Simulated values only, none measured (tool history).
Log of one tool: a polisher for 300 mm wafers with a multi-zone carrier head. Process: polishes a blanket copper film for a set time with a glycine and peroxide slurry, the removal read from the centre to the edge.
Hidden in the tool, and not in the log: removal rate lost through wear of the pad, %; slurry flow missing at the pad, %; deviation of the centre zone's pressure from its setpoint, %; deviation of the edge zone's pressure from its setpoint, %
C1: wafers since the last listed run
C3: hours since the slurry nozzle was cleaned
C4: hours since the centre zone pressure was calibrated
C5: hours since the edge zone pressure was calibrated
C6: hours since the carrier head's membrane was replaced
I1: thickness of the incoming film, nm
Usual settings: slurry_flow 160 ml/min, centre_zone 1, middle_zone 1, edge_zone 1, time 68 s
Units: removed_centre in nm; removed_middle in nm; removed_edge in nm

run 1 day=0 | slurry_flow=160 centre_zone=1 middle_zone=1 edge_zone=1 time=68 | C1=0 wafers_polished_on_this_pad=1198 C3=267.5 C4=216.8 C5=89.7 C6=1190.2 | I1=1084 | removed_centre=424 removed_middle=432.8 removed_edge=434.4
run 2 day=1.562 | slurry_flow=160 centre_zone=1.03 middle_zone=0.94 edge_zone=0.95 time=86 | C1=267 wafers_polished_on_this_pad=1465 C3=305 C4=254.3 C5=127.2 C6=1227.7 | I1=1096.7 | removed_centre=544.5 removed_middle=516.6 removed_edge=534.4
run 3 day=2.354 | slurry_flow=120 centre_zone=1 middle_zone=1 edge_zone=1 time=68 | C1=135 wafers_polished_on_this_pad=1600 C3=324 C4=273.3 C5=146.2 C6=1246.7 | I1=1076.4 | removed_centre=384.2 removed_middle=402.4 removed_edge=413.7
-- day=3.175 worn pad replaced by a new one
run 4 day=3.304 | slurry_flow=160 centre_zone=0.96 middle_zone=1 edge_zone=1 time=84 | C1=133 wafers_polished_on_this_pad=22 C3=346.8 C4=296.1 C5=169 C6=1269.5 | I1=1107.7 | removed_centre=523.5 removed_middle=562.9 removed_edge=562
run 5 day=4.338 | slurry_flow=160 centre_zone=0.92 middle_zone=0.93 edge_zone=1 time=68 | C1=176 wafers_polished_on_this_pad=198 C3=371.6 C4=320.9 C5=193.8 C6=1294.3 | I1=1107 | removed_centre=406.3 removed_middle=421.6 removed_edge=444.9
run 6 day=5.404 | slurry_flow=160 centre_zone=0.97 middle_zone=1 edge_zone=1.08 time=68 | C1=182 wafers_polished_on_this_pad=381 C3=397.2 C4=346.5 C5=219.4 C6=1319.9 | I1=1103.5 | removed_centre=420.4 removed_middle=457.6 removed_edge=465.3
run 7 day=7.817 | slurry_flow=160 centre_zone=1 middle_zone=1 edge_zone=1 time=61 | C1=412 wafers_polished_on_this_pad=793 C3=455.1 C4=404.4 C5=277.3 C6=1377.8 | I1=1120.7 | removed_centre=390.5 removed_middle=395.4 removed_edge=395.3
run 8 day=8.883 | slurry_flow=120 centre_zone=1 middle_zone=0.93 edge_zone=1.09 time=68 | C1=182 wafers_polished_on_this_pad=975 C3=480.7 C4=430 C5=302.9 C6=1403.4 | I1=1081.5 | removed_centre=404.7 removed_middle=381.3 removed_edge=434.5
run 9 day=10.225 | slurry_flow=160 centre_zone=1 middle_zone=1 edge_zone=1 time=68 | C1=229 wafers_polished_on_this_pad=1205 C3=512.9 C4=462.2 C5=335.1 C6=1435.6 | I1=1105.6 | removed_centre=421.1 removed_middle=425.7 removed_edge=430.2
run 10 day=11.592 | slurry_flow=160 centre_zone=0.93 middle_zone=1.05 edge_zone=1 time=68 | C1=233 wafers_polished_on_this_pad=1438 C3=545.7 C4=495 C5=367.9 C6=1468.4 | I1=1101.5 | removed_centre=394.6 removed_middle=448.8 removed_edge=429.6
run 11 day=12.15 | slurry_flow=180 centre_zone=1.1 middle_zone=1 edge_zone=1.08 time=76 | C1=95 wafers_polished_on_this_pad=1534 C3=559.1 C4=508.4 C5=381.3 C6=1481.8 | I1=1101.7 | removed_centre=534.8 removed_middle=485 removed_edge=502.4
-- day=12.779 carrier head's membrane replaced by a new one
run 12 day=13.412 | slurry_flow=110 centre_zone=1 middle_zone=1 edge_zone=0.94 time=88 | C1=180 wafers_polished_on_this_pad=1714 C3=589.4 C4=538.7 C5=411.6 C6=15.2 | I1=1113.8 | removed_centre=483.7 removed_middle=488.1 removed_edge=499.5
run 13 day=14.283 | slurry_flow=160 centre_zone=1 middle_zone=0.97 edge_zone=1.05 time=68 | C1=148 wafers_polished_on_this_pad=1863 C3=610.3 C4=559.6 C5=432.5 C6=36.1 | I1=1081.1 | removed_centre=414.8 removed_middle=404.9 removed_edge=431.1
-- day=15.054 worn pad replaced by a new one
run 14 day=15.421 | slurry_flow=160 centre_zone=0.92 middle_zone=0.93 edge_zone=1 time=68 | C1=165 wafers_polished_on_this_pad=62 C3=637.6 C4=586.9 C5=459.8 C6=63.4 | I1=1089.6 | removed_centre=409.3 removed_middle=423.6 removed_edge=449.7
run 15 day=16.45 | slurry_flow=160 centre_zone=1 middle_zone=1 edge_zone=1 time=55 | C1=175 wafers_polished_on_this_pad=238 C3=662.3 C4=611.6 C5=484.5 C6=88.1 | I1=1109.2 | removed_centre=358.6 removed_middle=360 removed_edge=369.1
run 16 day=17.754 | slurry_flow=160 centre_zone=0.94 middle_zone=1 edge_zone=1 time=68 | C1=222 wafers_polished_on_this_pad=461 C3=693.6 C4=642.9 C5=515.8 C6=119.4 | I1=1097.8 | removed_centre=403.5 removed_middle=449.9 removed_edge=446.8
run 17 day=19.004 | slurry_flow=160 centre_zone=1 middle_zone=1 edge_zone=1 time=68 | C1=213 wafers_polished_on_this_pad=675 C3=723.6 C4=672.9 C5=545.8 C6=149.4 | I1=1087.9 | removed_centre=429.2 removed_middle=442.3 removed_edge=442.5
run 18 day=19.9 | slurry_flow=160 centre_zone=1 middle_zone=1.07 edge_zone=1 time=68 | C1=153 wafers_polished_on_this_pad=828 C3=745.1 C4=694.4 C5=567.3 C6=170.9 | I1=1096.4 | removed_centre=427.8 removed_middle=467.1 removed_edge=436.4
run 19 day=21.004 | slurry_flow=135 centre_zone=1 middle_zone=1.11 edge_zone=1 time=53 | C1=188 wafers_polished_on_this_pad=1017 C3=771.6 C4=720.9 C5=593.8 C6=197.4 | I1=1113.2 | removed_centre=319.5 removed_middle=350.7 removed_edge=323.9
run 20 day=21.592 | slurry_flow=160 centre_zone=1 middle_zone=1.08 edge_zone=1 time=46 | C1=100 wafers_polished_on_this_pad=1117 C3=785.7 C4=735 C5=607.9 C6=211.5 | I1=1098.3 | removed_centre=288.2 removed_middle=311.5 removed_edge=295.3

Run 21 comes next. What will it give?
run 21 day=22.288 | slurry_flow=160 centre_zone=1 middle_zone=1 edge_zone=1 time=68 | C1=118 wafers_polished_on_this_pad=1236 C3=802.4 C4=751.7 C5=624.6 C6=228.2 | I1=1085.1 | removed_centre=? removed_middle=? removed_edge=?

{"run 21": {"removed_centre": 424.8, "removed_middle": 423.6, "removed_edge": 431}}
Without the tool's hidden state the same run would have given removed_centre 448.2 nm, removed_middle 446.9 nm, removed_edge 454.8 nm.
